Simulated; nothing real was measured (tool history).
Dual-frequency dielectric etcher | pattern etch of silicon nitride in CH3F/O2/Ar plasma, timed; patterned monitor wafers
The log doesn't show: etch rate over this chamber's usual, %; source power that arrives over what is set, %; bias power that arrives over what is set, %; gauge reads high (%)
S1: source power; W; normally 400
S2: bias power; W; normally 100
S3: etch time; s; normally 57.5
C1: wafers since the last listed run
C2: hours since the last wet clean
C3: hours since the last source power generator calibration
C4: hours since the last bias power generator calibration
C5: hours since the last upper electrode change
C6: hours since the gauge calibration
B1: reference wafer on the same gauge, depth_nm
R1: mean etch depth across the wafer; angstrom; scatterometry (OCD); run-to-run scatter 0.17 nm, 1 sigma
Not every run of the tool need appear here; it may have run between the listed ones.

run 1 day=0 | S1=400 S2=91 S3=57.5 | C1=0 C2=198.1 C3=2653.7 C4=3518.1 C5=5211.4 C6=1230.4 | B1=48.51 | R1=447.8
-- day=1.492 bias power generator calibrated
run 2 day=1.512 | S1=400 S2=91 S3=57.5 | C1=427 C2=234.4 C3=2690 C4=0.5 C5=5247.7 C6=1266.7 | B1=48.56 | R1=447
run 3 day=2.838 | S1=320 S2=100 S3=57.5 | C1=420 C2=266.2 C3=2721.8 C4=32.3 C5=5279.5 C6=1298.5 | B1=48.68 | R1=439.1
run 4 day=4.162 | S1=320 S2=100 S3=57.5 | C1=420 C2=298 C3=2753.6 C4=64.1 C5=5311.3 C6=1330.3 | B1=48.68 | R1=438.4
-- day=5.533 upper electrode replaced
-- day=6.396 wet clean of the chamber
run 5 day=6.417 | S1=320 S2=100 S3=57.5 | C1=124 C2=0.5 C3=2807.7 C4=118.2 C5=21.2 C6=1384.4 | B1=48.72 | R1=437.8
run 6 day=6.433 | S1=330 S2=113 S3=44.5 | C1=5 C2=0.9 C3=2808.1 C4=118.6 C5=21.6 C6=1384.8 | B1=48.78 | R1=361.9
run 7 day=7.108 | S1=350 S2=100 S3=74 | C1=214 C2=17.1 C3=2824.3 C4=134.8 C5=37.8 C6=1401 | B1=48.82 | R1=575.4
-- day=8.888 source power generator calibrated
run 8 day=10.896 | S1=400 S2=80 S3=57.5 | C1=1149 C2=108 C3=48.2 C4=225.7 C5=128.7 C6=1491.9 | B1=48.86 | R1=418.5
run 9 day=11.938 | S1=400 S2=100 S3=64.5 | C1=330 C2=133 C3=73.2 C4=250.7 C5=153.7 C6=1516.9 | B1=48.93 | R1=528.5
run 10 day=13.325 | S1=400 S2=100 S3=57.5 | C1=440 C2=166.3 C3=106.5 C4=284 C5=187 C6=1550.2 | B1=48.97 | R1=470.7
run 11 day=14.508 | S1=440 S2=100 S3=67.5 | C1=375 C2=194.7 C3=134.9 C4=312.4 C5=215.4 C6=1578.6 | B1=48.92 | R1=572.2
run 12 day=15.854 | S1=400 S2=100 S3=50.5 | C1=427 C2=227 C3=167.2 C4=344.7 C5=247.7 C6=1610.9 | B1=48.8 | R1=412.7
run 13 day=17.046 | S1=370 S2=115 S3=67 | C1=378 C2=255.6 C3=195.8 C4=373.3 C5=276.3 C6=1639.5 | B1=48.86 | R1=579
-- day=17.338 gauge calibrated
run 14 day=17.742 | S1=370 S2=80 S3=70.5 | C1=220 C2=272.3 C3=212.5 C4=390 C5=293 C6=9.7 | B1=47.38 | R1=483.4
run 15 day=18.479 | S1=310 S2=77 S3=42 | C1=234 C2=290 C3=230.2 C4=407.7 C5=310.7 C6=27.4 | B1=47.43 | R1=266
run 16 day=19.671 | S1=400 S2=85 S3=57.5 | C1=378 C2=318.6 C3=258.8 C4=436.3 C5=339.3 C6=56 | B1=47.4 | R1=420.5
-- day=20.729 wet clean of the chamber
run 17 day=21.096 | S1=400 S2=100 S3=57.5 | C1=134 C2=8.8 C3=293 C4=470.5 C5=373.5 C6=90.2 | B1=47.38 | R1=455.3
run 18 day=22.146 | S1=400 S2=78 S3=57.5 | C1=333 C2=34 C3=318.2 C4=495.7 C5=398.7 C6=115.4 | B1=47.43 | R1=402.6
run 19 day=23.3 | S1=480 S2=120 S3=66.5 | C1=366 C2=61.7 C3=345.9 C4=523.4 C5=426.4 C6=143.1 | B1=47.46 | R1=618.8
run 20 day=24.062 | S1=400 S2=100 S3=57.5 | C1=242 C2=80 C3=364.2 C4=541.7 C5=444.7 C6=161.4 | B1=47.42 | R1=460.1
run 21 day=25.142 | S1=400 S2=92 S3=45 | C1=342 C2=105.9 C3=390.1 C4=567.6 C5=470.6 C6=187.3 | B1=47.51 | R1=343.9
run 22 day=25.958 | S1=400 S2=100 S3=74 | C1=259 C2=125.5 C3=409.7 C4=587.2 C5=490.2 C6=206.9 | B1=47.5 | R1=587.1
run 23 day=26.579 | S1=400 S2=111 S3=48 | C1=197 C2=140.4 C3=424.6 C4=602.1 C5=505.1 C6=221.8 | B1=47.46 | R1=403.1
run 24 day=27.708 | S1=400 S2=100 S3=57.5 | C1=358 C2=167.5 C3=451.7 C4=629.2 C5=532.2 C6=248.9 | B1=47.51 | R1=458.3
run 25 day=28.971 | S1=400 S2=100 S3=57.5 | C1=400 C2=197.8 C3=482 C4=659.5 C5=562.5 C6=279.2 | B1=47.55 | R1=456.8
run 26 day=32.592 | S1=360 S2=90 S3=57.5 | C1=1149 C2=284.7 C3=568.9 C4=746.4 C5=649.4 C6=366.1 | B1=47.6 | R1=421.6
run 27 day=34.658 | S1=400 S2=100 S3=57.5 | C1=656 C2=334.3 C3=618.5 C4=796 C5=699 C6=415.7 | B1=47.64 | R1=460.2
-- day=36.075 wet clean of the chamber
run 28 day=36.096 | S1=500 S2=100 S3=66.5 | C1=138 C2=0.5 C3=653 C4=830.5 C5=733.5 C6=450.2 | B1=47.6 | R1=574.4
run 29 day=36.454 | S1=400 S2=100 S3=72.5 | C1=113 C2=9.1 C3=661.6 C4=839.1 C5=742.1 C6=458.8 | B1=47.69 | R1=580.7

Predict each of these 5 candidate next runs independently; none follows another, all start after run 29:
run A day=36.471 | S1=400 S2=100 S3=57.5 | C1=5 C2=9.5 C3=662 C4=839.5 C5=742.5 C6=459.2 | B1=? | R1=?
run B day=36.471 | S1=340 S2=121 S3=41 | C1=5 C2=9.5 C3=662 C4=839.5 C5=742.5 C6=459.2 | B1=? | R1=?
run C day=36.471 | S1=460 S2=79 S3=68.5 | C1=5 C2=9.5 C3=662 C4=839.5 C5=742.5 C6=459.2 | B1=? | R1=?
run D day=36.471 | S1=330 S2=100 S3=48.5 | C1=5 C2=9.5 C3=662 C4=839.5 C5=742.5 C6=459.2 | B1=? | R1=?
run E day=36.471 | S1=360 S2=100 S3=57.5 | C1=5 C2=9.5 C3=662 C4=839.5 C5=742.5 C6=459.2 | B1=? | R1=?

run=A B1=47.71 R1=458.9
run=B B1=47.71 R1=342
run=C B1=47.71 R1=506.7
run=D B1=47.71 R1=363.2
run=E B1=47.71 R1=443.1
With no hidden state in the tool, these same runs would have given:
run=A R1=458.2
run=B R1=341.4
run=C R1=505.9
run=D R1=362.6
run=E R1=442.4
